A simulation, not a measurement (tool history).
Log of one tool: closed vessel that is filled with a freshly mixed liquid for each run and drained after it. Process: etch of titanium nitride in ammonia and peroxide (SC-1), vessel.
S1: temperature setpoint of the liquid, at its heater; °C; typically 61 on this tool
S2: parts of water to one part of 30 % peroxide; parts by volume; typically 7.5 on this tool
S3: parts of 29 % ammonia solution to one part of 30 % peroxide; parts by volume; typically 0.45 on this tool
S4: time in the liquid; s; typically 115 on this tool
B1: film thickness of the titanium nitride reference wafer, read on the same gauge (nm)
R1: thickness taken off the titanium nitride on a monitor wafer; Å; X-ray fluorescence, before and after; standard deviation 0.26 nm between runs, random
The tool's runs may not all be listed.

run	hour	S1	S2	S3	S4	B1	R1
1	0	56	7.5	0.45	115	140	219
2	198.1	56	7.5	0.45	115	139.99	220.4
3	298.5	61	7.5	0.45	115	139.99	306.1
4	509.8	61	7.5	0.45	115	139.99	310.8
5	560.7	61	7.5	0.45	115	140.01	305.5
# hour 611.9: new drum of ammonia solution connected
6	644.6	61	7.5	0.45	65	140.02	174
# hour 686.8: thermometer replaced
7	691.4	61	7.5	0.45	65	139.99	174.9
8	759.1	61	7.5	0.45	65	140	172.4
9	853.3	61	7.5	0.45	115	140	307.8
10	928.2	61	9.5	0.45	115	140	272.1
# hour 964.6: gauge calibrated
11	1025.2	61	8.5	0.35	65	139.98	155.8
12	1132.4	61	7.5	0.45	65	139.99	174.8
13	1171.8	61	5.5	0.45	115	140.02	355.4
14	1279.7	61	5.5	0.45	115	139.98	355.8

Estimate the outcome of run 15 from the log above:
# hour 1479.1: ammonia flow meter replaced
15	1526.3	61	6	0.25	115	?	?

Logged for run 15: B1 140.01, R1 309.3 Å.
Without the tool's hidden state the same run would have given R1 309.3 Å.

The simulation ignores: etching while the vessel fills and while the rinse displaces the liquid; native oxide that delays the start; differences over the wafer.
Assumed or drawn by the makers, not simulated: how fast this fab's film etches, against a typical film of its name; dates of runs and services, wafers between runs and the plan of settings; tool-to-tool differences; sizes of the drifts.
